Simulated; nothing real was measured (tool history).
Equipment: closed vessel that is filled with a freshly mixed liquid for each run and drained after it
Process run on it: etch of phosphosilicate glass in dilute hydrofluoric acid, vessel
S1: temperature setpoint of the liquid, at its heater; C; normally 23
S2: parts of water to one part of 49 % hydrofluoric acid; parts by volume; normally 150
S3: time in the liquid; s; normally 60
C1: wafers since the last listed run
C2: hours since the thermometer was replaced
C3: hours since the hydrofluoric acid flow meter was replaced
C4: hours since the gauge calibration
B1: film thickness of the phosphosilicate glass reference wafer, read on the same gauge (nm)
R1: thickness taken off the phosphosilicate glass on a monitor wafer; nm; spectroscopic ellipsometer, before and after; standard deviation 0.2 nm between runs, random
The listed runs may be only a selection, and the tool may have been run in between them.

| run | hour | S1 | S2 | S3 | C1 | C2 | C3 | C4 | B1 | R1 |
|---|---|---|---|---|---|---|---|---|---|---|
| 1 | 0 | 23 | 175 | 60 | 0 | 851.1 | 2020.2 | 33.8 | 29.97 | 41.57 |
| 2 | 10.4 | 23 | 150 | 45 | 954 | 861.5 | 2030.6 | 44.2 | 29.98 | 36.98 |
| 3 | 25.3 | 23 | 150 | 60 | 1367 | 876.4 | 2045.5 | 59.1 | 29.98 | 49.42 |
| 4 | 41.4 | 23 | 180 | 85 | 1477 | 892.5 | 2061.6 | 75.2 | 30.03 | 56.08 |
|  | 52.4 | thermometer replaced |
|  | 53.9 | hydrofluoric acid flow meter replaced |
| 5 | 57.5 | 23 | 180 | 85 | 1294 | 5.1 | 3.6 | 91.3 | 30 | 53.6 |
| 6 | 70.1 | 23 | 150 | 60 | 1156 | 17.7 | 16.2 | 103.9 | 29.98 | 47.3 |
|  | 73.8 | thermometer replaced, repeated, since the last time left the tool worse |
| 7 | 77.1 | 23 | 150 | 60 | 550 | 3.3 | 23.2 | 110.9 | 29.98 | 53.05 |
|  | 79.5 | gauge calibrated |
| 8 | 93.3 | 19.5 | 80 | 80 | 1486 | 19.5 | 39.4 | 13.8 | 30.02 | 124.16 |
| 9 | 109.3 | 23 | 150 | 60 | 1468 | 35.5 | 55.4 | 29.8 | 30.03 | 53.19 |
| 10 | 115.7 | 23 | 110 | 75 | 587 | 41.9 | 61.8 | 36.2 | 30 | 94.02 |
| 11 | 130.6 | 23 | 150 | 50 | 1367 | 56.8 | 76.7 | 51.1 | 30.01 | 43.98 |
| 12 | 138.8 | 23 | 150 | 60 | 752 | 65 | 84.9 | 59.3 | 30.02 | 52.47 |
| 13 | 145.7 | 19 | 210 | 60 | 633 | 71.9 | 91.8 | 66.2 | 30 | 30.3 |
| 14 | 162.1 | 20.5 | 175 | 35 | 1505 | 88.3 | 108.2 | 82.6 | 30 | 23.18 |
| 15 | 168.2 | 19 | 150 | 60 | 559 | 94.4 | 114.3 | 88.7 | 30.01 | 44.79 |

4 ways to go on from here, each from the tool as it stands after run 15. What would each give?
| A | 168.9 | 23 | 150 | 35 | 64 | 95.1 | 115 | 89.4 | ? | ? |
| B | 168.9 | 18.5 | 150 | 60 | 64 | 95.1 | 115 | 89.4 | ? | ? |
| C | 168.9 | 23 | 150 | 75 | 64 | 95.1 | 115 | 89.4 | ? | ? |
| D | 168.9 | 23 | 95 | 60 | 64 | 95.1 | 115 | 89.4 | ? | ? |

| run | B1 | R1 |
|---|---|---|
| A | 29.99 | 30.84 |
| B | 29.99 | 44.22 |
| C | 29.99 | 66.09 |
| D | 29.99 | 88.92 |
Take away the tool's hidden state, keep each run's random variation, and the runs would have read:
| run | R1 |
|---|---|
| A | 31.42 |
| B | 45.09 |
| C | 67.33 |
| D | 90.65 |
